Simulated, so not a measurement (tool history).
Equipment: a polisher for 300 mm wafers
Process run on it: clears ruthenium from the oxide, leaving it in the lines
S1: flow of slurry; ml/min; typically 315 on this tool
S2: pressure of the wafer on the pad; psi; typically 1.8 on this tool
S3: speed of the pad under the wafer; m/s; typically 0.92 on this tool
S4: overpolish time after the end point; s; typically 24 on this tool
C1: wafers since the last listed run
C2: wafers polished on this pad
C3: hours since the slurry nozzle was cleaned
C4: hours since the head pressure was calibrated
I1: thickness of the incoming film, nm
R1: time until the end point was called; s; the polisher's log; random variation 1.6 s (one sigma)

run,hour,S1,S2,S3,S4,C1,C2,C3,C4,I1,R1
1,0,315,1.8,0.92,24,0,771,224.6,206.3,110.2,154.9
# hour 10: worn pad replaced by a new one
2,24.3,260,1.8,1.16,24,140,98,248.9,230.6,109.4,126.3
3,41.1,260,1.8,1.16,24,115,214,265.7,247.4,110.2,126.4
4,53.3,315,1.8,0.92,24,84,298,277.9,259.6,110.4,153
5,84.8,315,1.8,0.92,24,217,516,309.4,291.1,109.6,152
6,115.7,315,1.8,0.92,24,213,729,340.3,322,110.2,156.7
# hour 137.7: worn pad replaced by a new one
7,144,315,2,0.92,24,167,43,368.6,350.3,110.3,140.5
8,170.1,315,2,0.92,24,180,223,394.7,376.4,109.8,140
9,184.3,315,1.8,0.92,24,97,321,408.9,390.6,112,161.4
# hour 215.5: slurry nozzle cleaned
10,216.4,315,1.8,0.92,24,214,536,0.9,422.7,110.2,145.9
# hour 243.3: worn pad replaced by a new one
11,246.7,315,1.8,0.92,24,181,23,31.2,453,110.6,148.9
# hour 251.3: head pressure recalibrated
12,266.7,315,1.8,0.66,11,124,147,51.2,15.4,108.9,201.2
13,317,315,1.8,0.66,11,347,494,101.5,65.7,110,203.5
# hour 349.6: worn pad replaced by a new one
14,372.3,355,1.8,1.18,32,353,156,156.8,121,110.2,118.7
15,399.7,265,2.4,0.92,16,189,345,184.2,148.4,110.6,116.7

Run 16 has not been measured yet. What should we expect?
16,415.6,315,1.8,0.92,24,109,455,200.1,164.3,110.6,?

{"run 16": {"R1": 148.8}}
On a tool with no hidden condition, and with the same random variation, this run would have come out at R1 147.6 s.

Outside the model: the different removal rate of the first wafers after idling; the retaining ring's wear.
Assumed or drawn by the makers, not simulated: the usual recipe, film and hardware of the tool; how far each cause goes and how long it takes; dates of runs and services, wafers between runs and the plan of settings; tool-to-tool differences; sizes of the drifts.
